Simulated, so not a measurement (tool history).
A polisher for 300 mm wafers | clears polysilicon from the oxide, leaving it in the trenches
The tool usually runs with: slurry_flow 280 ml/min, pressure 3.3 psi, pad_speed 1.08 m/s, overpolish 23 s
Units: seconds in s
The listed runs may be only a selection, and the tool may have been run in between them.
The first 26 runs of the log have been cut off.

run,hour,slurry_flow,pressure,pad_speed,overpolish,"incoming thickness of the incoming film, nm",seconds
27,370.4,280,3.3,0.72,10,737.1,60.8
28,377.3,280,3.3,1.08,23,739.2,45.9
29,390.3,280,3.3,1.08,23,743.2,45.8
30,408.3,280,3.7,0.8,13,748.6,51.2
31,425.9,280,3.3,1.08,23,733.4,45.6
# hour 430.1: worn pad replaced by a new one
32,438.4,280,3.3,1.38,23,747.3,38.9
33,451.5,225,3.3,1.08,23,738.2,46.7
34,460,215,4.4,0.74,19,752.6,47.6
35,467.4,280,3.3,1.08,23,732.3,45.3
36,481.3,215,3.3,1.08,23,726.7,47

Below are 3 alternative next runs, each starting from the tool's condition after run 36. Predict each:
A,481.7,280,3.3,1.08,23,732.2,?
B,481.7,280,3.3,1.08,35,732.2,?
C,481.7,370,3.3,1.2,30,732.2,?

run,seconds
A,45.3
B,45.3
C,40.9
Without the tool's hidden state the same runs would have given:
run,seconds
A,45.3
B,45.3
C,40.9
